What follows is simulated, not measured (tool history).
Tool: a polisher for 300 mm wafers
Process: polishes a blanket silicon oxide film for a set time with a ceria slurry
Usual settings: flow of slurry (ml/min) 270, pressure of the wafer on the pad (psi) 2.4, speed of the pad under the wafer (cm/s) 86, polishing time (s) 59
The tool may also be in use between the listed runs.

run     day  flow of slurry (ml/min)  pressure of the wafer on the pad (psi)  speed of the pad under the wafer (cm/s)  polishing time (s)  wafers since the last listed run  wafers polished on this pad  hours since the slurry nozzle was cleaned  hours since the head pressure was calibrated  incoming thickness of the incoming film, nm  film removed (Å)
  1       0                      270                                     2.4                                       74                  45                                 0                          390                                      674.6                                         750.4                                       1537.4              1100
  2   0.675                      270                                     2.4                                       86                  59                               212                          603                                      690.8                                         766.6                                       1500.7              1649
  3   1.529                      270                                     2.4                                       86                  59                               268                          871                                      711.3                                         787.1                                       1533.1              1527
      1.712  -- worn pad replaced by a new one
      5.442  -- worn pad replaced by a new one
  4   5.508                      270                                     2.4                                       86                  69                              1146                           21                                      806.8                                         882.6                                       1532.4              2028
  5   6.254                      270                                     2.4                                       86                  59                               234                          256                                      824.7                                         900.5                                         1511              1743
  6   7.225                      270                                     2.4                                       86                  74                               305                          561                                        848                                         923.8                                       1494.6              2075
  7   8.325                      270                                     2.4                                       86                  59                               345                          907                                      874.4                                         950.2                                       1512.6              1570
      8.533  -- slurry nozzle cleaned
       8.85  -- worn pad replaced by a new one
  8   8.942                      270                                     1.7                                       98                  59                               128                           29                                        9.8                                           965                                       1534.3              1384
  9     9.6                      270                                     1.9                                       86                  59                               207                          236                                       25.6                                         980.8                                       1510.6              1368
 10  10.675                      215                                     2.8                                      106                  39                               338                          574                                       51.4                                        1006.6                                       1527.5              1593
     11.917  -- worn pad replaced by a new one
 11  12.079                      270                                     2.4                                       86                  52                               389                           50                                       85.1                                        1040.3                                         1507              1510
       12.4  -- head pressure recalibrated
 12  13.329                      270                                     2.4                                       86                  52                               366                          417                                      115.1                                          22.3                                       1511.8              1469
 13  14.375                      270                                     2.4                                       86                  59                               328                          746                                      140.2                                          47.4                                       1512.1              1589
     15.096  -- worn pad replaced by a new one
 14  15.812                      270                                     2.4                                      112                  59                               399                          224                                      174.7                                          81.9                                       1517.5              2194
 15  16.642                      270                                     2.4                                       68                  59                               260                          485                                      194.6                                         101.8                                       1502.8              1334

3 ways to go on from here, each from the tool as it stands after run 15. What would each give?
  A  16.658                      270                                     2.9                                       86                  59                                 5                          490                                        195                                         102.2                                       1505.9                 ?
  B  16.658                      270                                     1.7                                       86                  72                                 5                          490                                        195                                         102.2                                       1505.9                 ?
  C  16.658                      305                                     1.7                                       86                  59                                 5                          490                                        195                                         102.2                                       1505.9                 ?

run  film removed (Å)
  A              2043
  B              1461
  C              1212
Without the tool's hidden state the same runs would have given:
run  film removed (Å)
  A              2117
  B              1514
  C              1256

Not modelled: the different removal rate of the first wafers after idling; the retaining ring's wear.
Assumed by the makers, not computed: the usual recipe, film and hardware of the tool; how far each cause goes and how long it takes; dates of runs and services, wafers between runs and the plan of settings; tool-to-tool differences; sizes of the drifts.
